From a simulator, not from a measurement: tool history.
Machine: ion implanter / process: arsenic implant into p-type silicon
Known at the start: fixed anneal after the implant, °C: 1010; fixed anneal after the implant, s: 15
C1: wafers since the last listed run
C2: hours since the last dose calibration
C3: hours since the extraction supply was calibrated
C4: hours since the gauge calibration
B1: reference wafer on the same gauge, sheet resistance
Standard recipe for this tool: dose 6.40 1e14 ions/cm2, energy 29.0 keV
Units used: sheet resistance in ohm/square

Run 1, day 0.000: usual settings but energy 32.5 keV; C1 0; C2 135.6; C3 3199.8; C4 1490.9; B1 145.99. Result: sheet resistance 158.83 ohm/square.
Run 2, day 1.771: usual settings but energy 33.5 keV; C1 612; C2 178.1; C3 3242.3; C4 1533.4; B1 145.86. Result: sheet resistance 157.74 ohm/square.
Run 3, day 4.283: usual settings but energy 33.5 keV; C1 868; C2 238.4; C3 3302.6; C4 1593.7; B1 145.92. Result: sheet resistance 156.61 ohm/square.
Run 4, day 5.962: usual settings; C1 580; C2 278.7; C3 3342.9; C4 1634.0; B1 146.09. Result: sheet resistance 161.20 ohm/square.
Run 5, day 7.500: usual settings; C1 531; C2 315.6; C3 3379.8; C4 1670.9; B1 146.04. Result: sheet resistance 161.43 ohm/square.
Run 6, day 10.067: usual settings but dose 5.62 1e14 ions/cm2; C1 887; C2 377.2; C3 3441.4; C4 1732.5; B1 146.01. Result: sheet resistance 177.49 ohm/square.
Run 7, day 13.792: usual settings but dose 5.62 1e14 ions/cm2; C1 1287; C2 466.6; C3 3530.8; C4 1821.9; B1 146.07. Result: sheet resistance 177.84 ohm/square.
Run 8, day 15.746: usual settings; C1 675; C2 513.5; C3 3577.7; C4 1868.8; B1 145.85. Result: sheet resistance 160.57 ohm/square.
Run 9, day 19.496: usual settings; C1 1296; C2 603.5; C3 3667.7; C4 1958.8; B1 145.98. Result: sheet resistance 160.59 ohm/square.
Run 10, day 24.879: usual settings but dose 5.09 1e14 ions/cm2; C1 1861; C2 732.7; C3 3796.9; C4 2088.0; B1 146.03. Result: sheet resistance 191.32 ohm/square.
Run 11, day 27.854: usual settings but dose 5.09 1e14 ions/cm2; C1 1028; C2 804.1; C3 3868.3; C4 2159.4; B1 146.01. Result: sheet resistance 190.20 ohm/square.
At day 34.217: Faraday cup replaced and dose calibrated.
Run 12, day 34.975: usual settings but dose 5.84 1e14 ions/cm2, energy 26.5 keV; C1 2346; C2 18.2; C3 4039.2; C4 2330.3; B1 146.16. Result: sheet resistance 174.62 ohm/square.
Run 13, day 38.050: usual settings; C1 1063; C2 92.0; C3 4113.0; C4 2404.1; B1 146.01. Result: sheet resistance 161.65 ohm/square.
At day 38.758: gauge calibrated.
Run 14, day 41.475: usual settings; C1 1184; C2 174.2; C3 4195.2; C4 65.2; B1 146.06. Result: sheet resistance 160.65 ohm/square.
Run 15, day 45.358: usual settings but dose 5.55 1e14 ions/cm2; C1 1342; C2 267.4; C3 4288.4; C4 158.4; B1 146.01. Result: sheet resistance 179.24 ohm/square.
Run 16, day 48.067: usual settings but dose 8.08 1e14 ions/cm2, energy 36.0 keV; C1 936; C2 332.4; C3 4353.4; C4 223.4; B1 145.97. Result: sheet resistance 130.34 ohm/square.
At day 49.833: extraction supply calibrated.
Run 17, day 50.233: usual settings but dose 5.53 1e14 ions/cm2, energy 34.5 keV; C1 633; C2 384.4; C3 9.6; C4 275.4; B1 146.01. Result: sheet resistance 173.10 ohm/square.
Run 18, day 52.858: usual settings but energy 23.5 keV; C1 907; C2 447.4; C3 72.6; C4 338.4; B1 145.96. Result: sheet resistance 166.64 ohm/square.
Run 19, day 55.883: usual settings but dose 7.16 1e14 ions/cm2; C1 1045; C2 520.0; C3 145.2; C4 411.0; B1 146.11. Result: sheet resistance 149.00 ohm/square.
Run 20, day 58.829: usual settings but dose 8.23 1e14 ions/cm2, energy 35.0 keV; C1 1018; C2 590.7; C3 215.9; C4 481.7; B1 145.98. Result: sheet resistance 129.32 ohm/square.
Run 21, day 60.900: usual settings but energy 19.0 keV; C1 715; C2 640.4; C3 265.6; C4 531.4; B1 145.89. Result: sheet resistance 173.04 ohm/square.
Run 22, day 62.804: usual settings; C1 658; C2 686.1; C3 311.3; C4 577.1; B1 145.97. Result: sheet resistance 160.89 ohm/square.
Run 23, day 66.638: usual settings but energy 23.5 keV; C1 1325; C2 778.1; C3 403.3; C4 669.1; B1 145.93. Result: sheet resistance 166.90 ohm/square.
Run 24, day 70.775: usual settings but energy 25.0 keV; C1 1430; C2 877.4; C3 502.6; C4 768.4; B1 146.05. Result: sheet resistance 166.11 ohm/square.
Run 25, day 73.029: usual settings but dose 5.17 1e14 ions/cm2, energy 38.5 keV; C1 779; C2 931.5; C3 556.7; C4 822.5; B1 145.94. Result: sheet resistance 178.99 ohm/square.
Run 26, day 75.454: usual settings but energy 34.0 keV; C1 838; C2 989.7; C3 614.9; C4 880.7; B1 145.94. Result: sheet resistance 156.63 ohm/square.

Branching from run 26: 4 alternative next runs. What would each branch give?
Run A, day 75.471: usual settings; C1 5; C2 990.1; C3 615.3; C4 881.1; B1 ?. Result: sheet resistance ?.
Run B, day 75.471: usual settings but dose 4.60 1e14 ions/cm2, energy 24.5 keV; C1 5; C2 990.1; C3 615.3; C4 881.1; B1 ?. Result: sheet resistance ?.
Run C, day 75.471: usual settings but dose 8.29 1e14 ions/cm2, energy 35.5 keV; C1 5; C2 990.1; C3 615.3; C4 881.1; B1 ?. Result: sheet resistance ?.
Run D, day 75.471: usual settings but dose 7.65 1e14 ions/cm2, energy 23.0 keV; C1 5; C2 990.1; C3 615.3; C4 881.1; B1 ?. Result: sheet resistance ?.

run      B1  sheet resistance
  A  146.02            160.75
  B  146.02            210.71
  C  146.02            128.14
  D  146.02            148.39
Take away the tool's hidden state, keep each run's random variation, and the runs would have read:
run  sheet resistance
  A            160.75
  B            210.71
  C            128.14
  D            148.39
